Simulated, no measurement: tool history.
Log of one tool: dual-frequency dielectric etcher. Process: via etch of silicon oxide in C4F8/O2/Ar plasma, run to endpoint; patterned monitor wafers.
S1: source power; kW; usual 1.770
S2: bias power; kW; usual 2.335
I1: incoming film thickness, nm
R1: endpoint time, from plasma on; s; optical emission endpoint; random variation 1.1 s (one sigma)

Run 1, hour 0.0: usual settings but S1 1.890 kW, S2 2.556 kW; I1 1221.1. Result: R1 206.9 s.
Run 2, hour 220.1: usual settings but S2 2.006 kW; I1 1214.9. Result: R1 228.4 s.
Run 3, hour 325.0: usual settings; I1 1226.7. Result: R1 219.7 s.
Run 4, hour 442.4: usual settings; I1 1227.9. Result: R1 220.0 s.
Run 5, hour 522.7: usual settings; I1 1220.0. Result: R1 217.4 s.
Run 6, hour 715.2: usual settings; I1 1227.9. Result: R1 220.5 s.
Run 7, hour 784.5: usual settings; I1 1229.4. Result: R1 221.7 s.
Run 8, hour 868.1: usual settings; I1 1225.7. Result: R1 219.2 s.
Run 9, hour 931.8: usual settings; I1 1222.2. Result: R1 217.9 s.
Run 10, hour 1070.7: usual settings but S2 2.160 kW; I1 1223.0. Result: R1 225.4 s.
Run 11, hour 1172.6: usual settings but S2 2.160 kW; I1 1219.5. Result: R1 222.6 s.
Run 12, hour 1270.7: usual settings but S2 2.160 kW; I1 1232.4. Result: R1 225.4 s.
Run 13, hour 1342.3: usual settings but S1 2.030 kW, S2 2.648 kW; I1 1230.9. Result: R1 203.6 s.
Run 14, hour 1413.5: usual settings but S1 2.030 kW, S2 2.648 kW; I1 1210.4. Result: R1 198.1 s.
Run 15, hour 1450.8: usual settings but S1 2.040 kW, S2 1.867 kW; I1 1230.8. Result: R1 221.9 s.
Run 16, hour 1504.4: usual settings but S1 2.100 kW, S2 1.933 kW; I1 1228.6. Result: R1 215.8 s.
Run 17, hour 1607.1: usual settings but S1 2.100 kW, S2 1.917 kW; I1 1233.5. Result: R1 217.1 s.
Run 18, hour 1695.4: usual settings but S1 1.420 kW, S2 1.954 kW; I1 1231.9. Result: R1 251.5 s.
Run 19, hour 1781.0: usual settings but S1 2.100 kW, S2 1.933 kW; I1 1222.6. Result: R1 219.5 s.
Run 20, hour 1854.3: usual settings but S1 2.170 kW, S2 2.815 kW; I1 1230.1. Result: R1 192.3 s.
Run 21, hour 1907.8: usual settings but S1 1.480 kW, S2 2.638 kW; I1 1233.6. Result: R1 228.9 s.
Run 22, hour 2001.2: usual settings; I1 1241.8. Result: R1 222.9 s.
Run 23, hour 2078.8: usual settings but S1 1.460 kW, S2 1.820 kW; I1 1240.5. Result: R1 256.0 s.
Run 24, hour 2160.2: usual settings; I1 1219.8. Result: R1 217.9 s.
Run 25, hour 2235.7: usual settings but S1 2.160 kW, S2 2.660 kW; I1 1231.1. Result: R1 196.9 s.
Run 26, hour 2307.9: usual settings but S1 1.450 kW, S2 2.891 kW; I1 1228.0. Result: R1 222.1 s.
Run 27, hour 2620.3: usual settings but S1 1.650 kW; I1 1228.6. Result: R1 225.5 s.
Run 28, hour 2713.2: usual settings but S1 1.910 kW, S2 2.725 kW; I1 1236.0. Result: R1 206.1 s.

Not shown: 7 entries that the log had between the listed runs. Between which runs, and how does the tool's hidden state differ before and after?
Between runs 3 and 4: wet clean of the chamber (hour 441.9)
  no hidden state differs between the two runs
Between runs 8 and 9: upper electrode replaced (hour 913.8)
  no hidden state differs between the two runs
Between runs 10 and 11: wet clean of the chamber (hour 1103.9)
  no hidden state differs between the two runs
Between runs 14 and 15: bias power generator calibrated (hour 1443.0)
  no hidden state differs between the two runs
Between runs 16 and 17: source power generator calibrated (hour 1564.7)
  no hidden state differs between the two runs
Between runs 18 and 19: wet clean of the chamber (hour 1778.4)
  no hidden state differs between the two runs
Between runs 26 and 27: wet clean of the chamber (hour 2347.0)
  no hidden state differs between the two runs
